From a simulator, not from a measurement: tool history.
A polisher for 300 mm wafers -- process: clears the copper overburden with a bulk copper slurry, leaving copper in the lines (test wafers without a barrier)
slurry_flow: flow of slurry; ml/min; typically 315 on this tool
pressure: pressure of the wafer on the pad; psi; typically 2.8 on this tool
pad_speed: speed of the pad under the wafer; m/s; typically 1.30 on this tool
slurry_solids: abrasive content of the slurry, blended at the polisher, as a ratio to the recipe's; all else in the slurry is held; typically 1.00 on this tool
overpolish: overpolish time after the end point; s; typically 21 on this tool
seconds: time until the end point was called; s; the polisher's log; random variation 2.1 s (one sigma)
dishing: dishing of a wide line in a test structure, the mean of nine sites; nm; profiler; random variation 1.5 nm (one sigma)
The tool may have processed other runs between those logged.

run,hour,slurry_flow,pressure,pad_speed,slurry_solids,overpolish,"incoming thickness of the incoming film, nm",seconds,dishing
1,0.0,315,2.8,1.30,1.00,21,1459.8,126.8,92.1
# hour 44.3: slurry blender recalibrated
2,88.3,315,2.8,1.30,1.25,21,1429.0,109.6,96.4
3,126.2,315,2.8,1.30,1.00,21,1459.0,118.5,94.6
# hour 153.3: worn pad replaced by a new one
4,227.5,315,2.8,1.30,1.00,31,1431.7,118.5,104.3
5,333.1,315,2.8,1.30,1.00,31,1462.7,124.8,101.7
# hour 336.1: slurry blender recalibrated
6,377.2,315,2.8,1.30,1.00,31,1442.5,122.1,102.4
# hour 395.2: worn pad replaced by a new one
7,418.2,315,2.8,1.30,1.00,25,1441.6,118.3,97.2
# hour 423.0: head pressure recalibrated
# hour 457.3: slurry nozzle cleaned
8,475.2,315,2.8,1.30,1.00,21,1433.2,117.9,93.3
9,528.0,205,2.8,1.16,1.00,31,1470.4,141.2,100.1
10,627.3,315,2.5,1.30,1.00,13,1433.8,132.9,69.7
# hour 639.5: worn pad replaced by a new one
# hour 670.4: slurry blender recalibrated
11,699.1,215,2.8,1.56,1.00,21,1456.7,102.9,96.8
12,783.1,385,3.7,1.30,1.00,21,1427.0,91.2,104.1
# hour 833.8: worn pad replaced by a new one
13,841.9,315,1.8,1.30,1.00,21,1468.5,173.0,77.1
14,900.8,315,2.8,1.30,1.00,21,1458.3,128.2,94.9
15,974.7,315,3.3,1.62,1.00,21,1457.6,94.4,102.5
# hour 1021.3: slurry blender recalibrated
# hour 1059.9: slurry nozzle cleaned
# hour 1060.8: worn pad replaced by a new one
16,1071.3,315,2.8,1.30,1.00,21,1445.7,119.6,92.5

3 ways to go on from here, each from the tool as it stands after run 16. What would each give?
A,1071.8,315,2.8,1.30,1.00,21,1472.0,?,?
B,1071.8,410,2.1,1.30,1.00,25,1472.0,?,?
C,1071.8,380,2.8,1.54,1.00,8,1472.0,?,?

run,seconds,dishing
A,116.3,93.3
B,142.7,88.7
C,100.3,62.6
Stripped of hidden state, with their random variation kept, the same runs would have yielded:
run,seconds,dishing
A,115.6,93.5
B,141.9,88.8
C,99.7,62.8
